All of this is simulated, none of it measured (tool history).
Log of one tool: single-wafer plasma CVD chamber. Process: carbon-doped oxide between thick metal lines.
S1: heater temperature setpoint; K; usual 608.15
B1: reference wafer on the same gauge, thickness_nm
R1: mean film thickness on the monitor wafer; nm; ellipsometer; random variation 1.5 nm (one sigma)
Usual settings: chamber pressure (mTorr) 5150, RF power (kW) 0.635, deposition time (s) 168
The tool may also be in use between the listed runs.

{"run": 1, "hour": 0.0, "S1": 608.15, "chamber pressure (mTorr)": 5150, "RF power (kW)": 0.55, "deposition time (s)": 168, "B1": 1062.92, "R1": 863.111}
{"run": 2, "hour": 7.9, "S1": 608.15, "chamber pressure (mTorr)": 5150, "RF power (kW)": 0.55, "deposition time (s)": 168, "B1": 1063.488, "R1": 861.573}
{"run": 3, "hour": 17.4, "S1": 608.15, "chamber pressure (mTorr)": 5150, "RF power (kW)": 0.55, "deposition time (s)": 168, "B1": 1062.792, "R1": 863.581}
{"run": 4, "hour": 32.6, "S1": 608.15, "chamber pressure (mTorr)": 5150, "RF power (kW)": 0.635, "deposition time (s)": 168, "B1": 1063.15, "R1": 951.98}
{"run": 5, "hour": 39.5, "S1": 608.15, "chamber pressure (mTorr)": 5150, "RF power (kW)": 0.635, "deposition time (s)": 168, "B1": 1062.714, "R1": 953.754}
{"run": 6, "hour": 53.9, "S1": 608.15, "chamber pressure (mTorr)": 5150, "RF power (kW)": 0.635, "deposition time (s)": 168, "B1": 1063.191, "R1": 954.15}
{"run": 7, "hour": 62.0, "S1": 608.15, "chamber pressure (mTorr)": 5150, "RF power (kW)": 0.635, "deposition time (s)": 168, "B1": 1063.375, "R1": 954.973}
{"run": 8, "hour": 73.0, "S1": 608.15, "chamber pressure (mTorr)": 5720, "RF power (kW)": 0.635, "deposition time (s)": 168, "B1": 1063.128, "R1": 967.174}
{"hour": 81.3, "done": "gauge calibrated"}
{"run": 9, "hour": 83.1, "S1": 608.15, "chamber pressure (mTorr)": 5720, "RF power (kW)": 0.635, "deposition time (s)": 168, "B1": 1063.216, "R1": 961.641}
{"run": 10, "hour": 92.1, "S1": 608.15, "chamber pressure (mTorr)": 5150, "RF power (kW)": 0.635, "deposition time (s)": 168, "B1": 1062.928, "R1": 950.815}
{"run": 11, "hour": 104.0, "S1": 622.15, "chamber pressure (mTorr)": 5990, "RF power (kW)": 0.585, "deposition time (s)": 198, "B1": 1062.862, "R1": 1040.738}
{"hour": 116.8, "done": "showerhead replaced"}
{"run": 12, "hour": 117.3, "S1": 593.15, "chamber pressure (mTorr)": 5150, "RF power (kW)": 0.575, "deposition time (s)": 139, "B1": 1063.039, "R1": 769.782}
{"run": 13, "hour": 124.4, "S1": 608.15, "chamber pressure (mTorr)": 5150, "RF power (kW)": 0.635, "deposition time (s)": 168, "B1": 1063.019, "R1": 950.587}
{"run": 14, "hour": 130.5, "S1": 608.15, "chamber pressure (mTorr)": 5150, "RF power (kW)": 0.635, "deposition time (s)": 168, "B1": 1063.166, "R1": 953.354}
{"run": 15, "hour": 156.2, "S1": 608.15, "chamber pressure (mTorr)": 5150, "RF power (kW)": 0.635, "deposition time (s)": 168, "B1": 1063.187, "R1": 954.261}

Run 16 comes next. What will it give?
{"run": 16, "hour": 172.3, "S1": 608.15, "chamber pressure (mTorr)": 4290, "RF power (kW)": 0.635, "deposition time (s)": 158, "B1": "?", "R1": "?"}

Run 16 gave B1 1062.369, R1 876.127 nm.
Without the tool's hidden state the same run would have given R1 897.755 nm.
